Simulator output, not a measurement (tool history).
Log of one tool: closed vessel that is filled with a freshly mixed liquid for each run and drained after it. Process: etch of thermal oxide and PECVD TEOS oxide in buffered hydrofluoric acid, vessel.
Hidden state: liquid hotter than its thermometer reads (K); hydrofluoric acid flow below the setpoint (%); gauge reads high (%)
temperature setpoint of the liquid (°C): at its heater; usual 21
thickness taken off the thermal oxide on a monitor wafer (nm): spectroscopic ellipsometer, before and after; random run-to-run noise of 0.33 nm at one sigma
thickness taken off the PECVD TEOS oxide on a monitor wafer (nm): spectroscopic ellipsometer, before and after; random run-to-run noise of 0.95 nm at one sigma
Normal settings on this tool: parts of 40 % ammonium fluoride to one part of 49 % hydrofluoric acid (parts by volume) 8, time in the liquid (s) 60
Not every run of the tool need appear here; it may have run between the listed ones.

| run | hour | temperature setpoint of the liquid (°C) | parts of 40 % ammonium fluoride to one part of 49 % hydrofluoric acid (parts by volume) | time in the liquid (s) | wafers since the last listed run | hours since the thermometer was replaced | hours since the hydrofluoric acid flow meter was replaced | hours since the gauge calibration | read-back film thickness of the thermal oxide reference wafer, read on the same gauge (nm) | read-back film thickness of the PECVD TEOS oxide reference wafer, read on the same gauge (nm) | thickness taken off the thermal oxide on a monitor wafer (nm) | thickness taken off the PECVD TEOS oxide on a monitor wafer (nm) |
|---|---|---|---|---|---|---|---|---|---|---|---|---|
| 1 | 0 | 21 | 8 | 60 | 0 | 34 | 191.6 | 425.3 | 69.22 | 128.6 | 77.43 | 100.1 |
| 2 | 298.3 | 21 | 8 | 60 | 43497 | 332.3 | 489.9 | 723.6 | 68.95 | 128.08 | 77.11 | 100.84 |
| 3 | 335 | 21 | 8 | 60 | 5351 | 369 | 526.6 | 760.3 | 68.91 | 128.04 | 77.58 | 99.67 |
| 4 | 415.3 | 21 | 8 | 60 | 11709 | 449.3 | 606.9 | 840.6 | 68.93 | 127.96 | 76.56 | 100.98 |
| 5 | 471.2 | 23.5 | 8 | 75 | 8151 | 505.2 | 662.8 | 896.5 | 68.89 | 127.91 | 110.76 | 142.57 |
| 6 | 514.8 | 23.5 | 8 | 75 | 6357 | 548.8 | 706.4 | 940.1 | 68.86 | 127.83 | 110.39 | 142.96 |
| 7 | 557.8 | 21 | 10.5 | 85 | 6270 | 591.8 | 749.4 | 983.1 | 68.81 | 127.85 | 86.14 | 111.77 |
| 8 | 641.8 | 21 | 8 | 60 | 12248 | 675.8 | 833.4 | 1067.1 | 68.84 | 127.83 | 76.67 | 100.13 |
| 9 | 701.1 | 21 | 8 | 40 | 8646 | 735.1 | 892.7 | 1126.4 | 68.82 | 127.74 | 50.96 | 67.46 |
| 10 | 795.3 | 23 | 7 | 60 | 13735 | 829.3 | 986.9 | 1220.6 | 68.81 | 127.68 | 99.32 | 128.69 |
| 11 | 846.6 | 21 | 10.5 | 60 | 7480 | 880.6 | 1038.2 | 1271.9 | 68.7 | 127.67 | 60.17 | 77.44 |
| 12 | 913.4 | 18.5 | 6 | 80 | 9740 | 947.4 | 1105 | 1338.7 | 68.75 | 127.65 | 116.79 | 155.87 |
| 13 | 980.4 | 21 | 8 | 60 | 9769 | 1014.4 | 1172 | 1405.7 | 68.69 | 127.64 | 76.3 | 97.4 |
| 14 | 1016.5 | 21 | 8 | 60 | 5263 | 1050.5 | 1208.1 | 1441.8 | 68.72 | 127.68 | 76.47 | 99.41 |
| 15 | 1074.2 | 21 | 7 | 60 | 8413 | 1108.2 | 1265.8 | 1499.5 | 68.68 | 127.61 | 88.59 | 115.22 |
| 16 | 1123.7 | 17 | 10.5 | 60 | 7217 | 1157.7 | 1315.3 | 1549 | 68.67 | 127.61 | 48.08 | 63.25 |
|  | 1148.2 | thermometer replaced |
| 17 | 1170.4 | 25.5 | 11 | 90 | 6663 | 22.2 | 1362 | 1595.7 | 68.71 | 127.62 | 110.46 | 143.46 |
|  | 1222.2 | gauge calibrated |
| 18 | 1276.1 | 22.5 | 6.5 | 70 | 15412 | 127.9 | 1467.7 | 53.9 | 69.87 | 129.82 | 121.67 | 158.17 |
| 19 | 1366.4 | 21 | 8 | 60 | 13167 | 218.2 | 1558 | 144.2 | 69.75 | 129.43 | 77.6 | 100.27 |
| 20 | 1450.3 | 24 | 10.5 | 60 | 12234 | 302.1 | 1641.9 | 228.1 | 69.52 | 129.11 | 72.39 | 92.69 |
| 21 | 1496.6 | 21 | 8 | 85 | 6751 | 348.4 | 1688.2 | 274.4 | 69.47 | 128.93 | 109.39 | 142.54 |
|  | 1543.9 | hydrofluoric acid flow meter replaced |
| 22 | 1565.8 | 21 | 8 | 60 | 9944 | 417.6 | 21.9 | 343.6 | 69.37 | 128.8 | 77.66 | 100.53 |
| 23 | 1665.2 | 19 | 6.5 | 30 | 14494 | 517 | 121.3 | 443 | 69.19 | 128.52 | 42.66 | 54.43 |
| 24 | 1708.9 | 25.5 | 8 | 50 | 6372 | 560.7 | 165 | 486.7 | 69.18 | 128.42 | 82.01 | 108.93 |
| 25 | 1811.2 | 18.5 | 6.5 | 30 | 14917 | 663 | 267.3 | 589 | 69.09 | 128.27 | 41.38 | 53.86 |

Branching from run 25: 5 alternative next runs. What would each branch give?
| A | 1811.9 | 21 | 9.5 | 60 | 102 | 663.7 | 268 | 589.7 | ? | ? | ? | ? |
| B | 1811.9 | 21 | 6.5 | 60 | 102 | 663.7 | 268 | 589.7 | ? | ? | ? | ? |
| C | 1811.9 | 25 | 7 | 35 | 102 | 663.7 | 268 | 589.7 | ? | ? | ? | ? |
| D | 1811.9 | 22.5 | 7 | 40 | 102 | 663.7 | 268 | 589.7 | ? | ? | ? | ? |
| E | 1811.9 | 23.5 | 6.5 | 45 | 102 | 663.7 | 268 | 589.7 | ? | ? | ? | ? |

| run | read-back film thickness of the thermal oxide reference wafer, read on the same gauge (nm) | read-back film thickness of the PECVD TEOS oxide reference wafer, read on the same gauge (nm) | thickness taken off the thermal oxide on a monitor wafer (nm) | thickness taken off the PECVD TEOS oxide on a monitor wafer (nm) |
|---|---|---|---|---|
| A | 69.1 | 128.33 | 65.61 | 84.88 |
| B | 69.1 | 128.33 | 95.03 | 122.94 |
| C | 69.1 | 128.33 | 64.72 | 83.73 |
| D | 69.1 | 128.33 | 64.54 | 83.49 |
| E | 69.1 | 128.33 | 81.79 | 105.81 |
Had the tool no hidden state, the same runs would have come out as:
| run | thickness taken off the thermal oxide on a monitor wafer (nm) | thickness taken off the PECVD TEOS oxide on a monitor wafer (nm) |
|---|---|---|
| A | 66.49 | 86.02 |
| B | 96.31 | 124.59 |
| C | 65.59 | 84.85 |
| D | 65.41 | 84.61 |
| E | 82.89 | 107.23 |
